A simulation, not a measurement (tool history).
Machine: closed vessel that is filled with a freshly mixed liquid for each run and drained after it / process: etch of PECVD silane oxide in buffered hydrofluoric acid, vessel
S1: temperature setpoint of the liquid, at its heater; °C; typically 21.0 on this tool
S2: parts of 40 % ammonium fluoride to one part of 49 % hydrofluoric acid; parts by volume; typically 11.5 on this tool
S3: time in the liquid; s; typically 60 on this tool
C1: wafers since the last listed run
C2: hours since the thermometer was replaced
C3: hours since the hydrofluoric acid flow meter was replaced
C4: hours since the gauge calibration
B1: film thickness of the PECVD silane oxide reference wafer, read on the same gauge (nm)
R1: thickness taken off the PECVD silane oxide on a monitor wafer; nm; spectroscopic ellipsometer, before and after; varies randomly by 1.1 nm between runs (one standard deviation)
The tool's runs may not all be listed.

Run 1, day 0.000: usual settings but S2 14.0 parts by volume; C1 0; C2 1929.6; C3 927.7; C4 401.4; B1 130.05. Result: R1 232.91 nm.
Run 2, day 0.550: usual settings; C1 1857; C2 1942.8; C3 940.9; C4 414.6; B1 130.00. Result: R1 283.66 nm.
Run 3, day 2.733: usual settings; C1 7373; C2 1995.2; C3 993.3; C4 467.0; B1 130.04. Result: R1 284.59 nm.
Run 4, day 3.204: usual settings; C1 1590; C2 2006.5; C3 1004.6; C4 478.3; B1 129.99. Result: R1 285.97 nm.
Run 5, day 3.867: usual settings; C1 2237; C2 2022.4; C3 1020.5; C4 494.2; B1 129.99. Result: R1 285.55 nm.
At day 4.142: hydrofluoric acid flow meter replaced.
Run 6, day 4.558: usual settings but S1 18.5 °C; C1 2195; C2 2039.0; C3 10.0; C4 510.8; B1 130.00. Result: R1 233.31 nm.
Run 7, day 5.225: usual settings but S1 20.0 °C; C1 2251; C2 2055.0; C3 26.0; C4 526.8; B1 130.06. Result: R1 256.38 nm.
At day 5.396: gauge calibrated.
Run 8, day 5.946: usual settings but S1 20.0 °C; C1 2434; C2 2072.3; C3 43.3; C4 13.2; B1 130.00. Result: R1 257.28 nm.
Run 9, day 6.417: usual settings but S1 20.0 °C; C1 1590; C2 2083.6; C3 54.6; C4 24.5; B1 129.99. Result: R1 255.40 nm.
Run 10, day 7.083: usual settings but S2 9.0 parts by volume; C1 2251; C2 2099.6; C3 70.6; C4 40.5; B1 130.05. Result: R1 331.40 nm.
Run 11, day 7.408: usual settings but S2 9.0 parts by volume; C1 1097; C2 2107.4; C3 78.4; C4 48.3; B1 130.01. Result: R1 332.04 nm.
Run 12, day 8.117: usual settings but S1 23.0 °C; C1 2392; C2 2124.4; C3 95.4; C4 65.3; B1 129.99. Result: R1 301.67 nm.
Run 13, day 8.642: usual settings but S3 70 s; C1 1773; C2 2137.0; C3 108.0; C4 77.9; B1 129.96. Result: R1 317.01 nm.
At day 9.150: thermometer replaced.
Run 14, day 9.171: usual settings but S1 18.0 °C, S2 9.0 parts by volume, S3 80 s; C1 1646; C2 0.5; C3 120.7; C4 90.6; B1 129.97. Result: R1 323.77 nm.
Run 15, day 9.792: usual settings but S1 17.5 °C; C1 2096; C2 15.4; C3 135.6; C4 105.5; B1 130.02. Result: R1 191.55 nm.
Run 16, day 10.350: usual settings but S1 24.5 °C, S3 30 s; C1 1885; C2 28.8; C3 149.0; C4 118.9; B1 130.00. Result: R1 142.10 nm.
Run 17, day 11.017: usual settings but S2 9.0 parts by volume, S3 80 s; C1 2251; C2 44.8; C3 165.0; C4 134.9; B1 129.96. Result: R1 383.01 nm.
Run 18, day 11.267: usual settings but S1 19.0 °C, S2 13.0 parts by volume, S3 70 s; C1 844; C2 50.8; C3 171.0; C4 140.9; B1 130.03. Result: R1 215.61 nm.
Run 19, day 11.833: usual settings but S1 22.5 °C, S2 10.0 parts by volume, S3 75 s; C1 1913; C2 64.4; C3 184.6; C4 154.5; B1 129.96. Result: R1 364.85 nm.
Run 20, day 12.112: usual settings but S2 15.0 parts by volume, S3 70 s; C1 942; C2 71.1; C3 191.3; C4 161.2; B1 130.05. Result: R1 213.20 nm.
Run 21, day 12.529: usual settings but S1 25.0 °C, S2 8.0 parts by volume, S3 90 s; C1 1407; C2 81.1; C3 201.3; C4 171.2; B1 129.98. Result: R1 609.66 nm.
Run 22, day 14.396: usual settings but S2 13.5 parts by volume, S3 35 s; C1 6304; C2 125.9; C3 246.1; C4 216.0; B1 130.03. Result: R1 119.08 nm.
Run 23, day 14.912: usual settings but S1 17.5 °C; C1 1744; C2 138.3; C3 258.5; C4 228.4; B1 129.98. Result: R1 195.41 nm.
Run 24, day 15.208: usual settings but S1 23.0 °C, S2 10.0 parts by volume; C1 999; C2 145.4; C3 265.6; C4 235.5; B1 129.97. Result: R1 301.49 nm.
Run 25, day 15.633: usual settings; C1 1435; C2 155.6; C3 275.8; C4 245.7; B1 130.02. Result: R1 237.88 nm.
Run 26, day 16.275: usual settings but S3 80 s; C1 2167; C2 171.0; C3 291.2; C4 261.1; B1 129.98. Result: R1 318.67 nm.
Run 27, day 16.558: usual settings but S1 24.0 °C; C1 956; C2 177.8; C3 298.0; C4 267.9; B1 130.03. Result: R1 282.35 nm.
Run 28, day 17.104: usual settings but S1 17.0 °C, S2 9.5 parts by volume, S3 75 s; C1 1843; C2 190.9; C3 311.1; C4 281.0; B1 129.95. Result: R1 282.49 nm.
Run 29, day 17.842: usual settings; C1 2490; C2 208.6; C3 328.8; C4 298.7; B1 129.96. Result: R1 240.64 nm.
Run 30, day 18.312: usual settings but S2 7.5 parts by volume; C1 1590; C2 219.9; C3 340.1; C4 310.0; B1 130.02. Result: R1 359.57 nm.
Run 31, day 18.762: usual settings; C1 1519; C2 230.7; C3 350.9; C4 320.8; B1 130.02. Result: R1 240.75 nm.
Run 32, day 19.029: usual settings but S2 9.0 parts by volume, S3 40 s; C1 900; C2 237.1; C3 357.3; C4 327.2; B1 130.02. Result: R1 196.68 nm.

Consider 4 possible next runs. They are alternatives, not a sequence: every one starts from the tool as it was left by run 32. What does each give?
Run A, day 19.058: usual settings but S2 16.0 parts by volume; C1 98; C2 237.8; C3 358.0; C4 327.9; B1 ?. Result: R1 ?.
Run B, day 19.058: usual settings but S1 17.0 °C, S3 30 s; C1 98; C2 237.8; C3 358.0; C4 327.9; B1 ?. Result: R1 ?.
Run C, day 19.058: usual settings but S1 18.0 °C, S2 7.5 parts by volume, S3 90 s; C1 98; C2 237.8; C3 358.0; C4 327.9; B1 ?. Result: R1 ?.
Run D, day 19.058: usual settings but S1 24.0 °C, S2 7.5 parts by volume, S3 70 s; C1 98; C2 237.8; C3 358.0; C4 327.9; B1 ?. Result: R1 ?.

run      B1      R1
  A  130.02  174.47
  B  130.02   96.32
  C  130.02  457.72
  D  130.02  496.16
Without the tool's unlogged condition, the same runs would have read:
run      R1
  A  164.13
  B   90.55
  C  429.22
  D  465.92
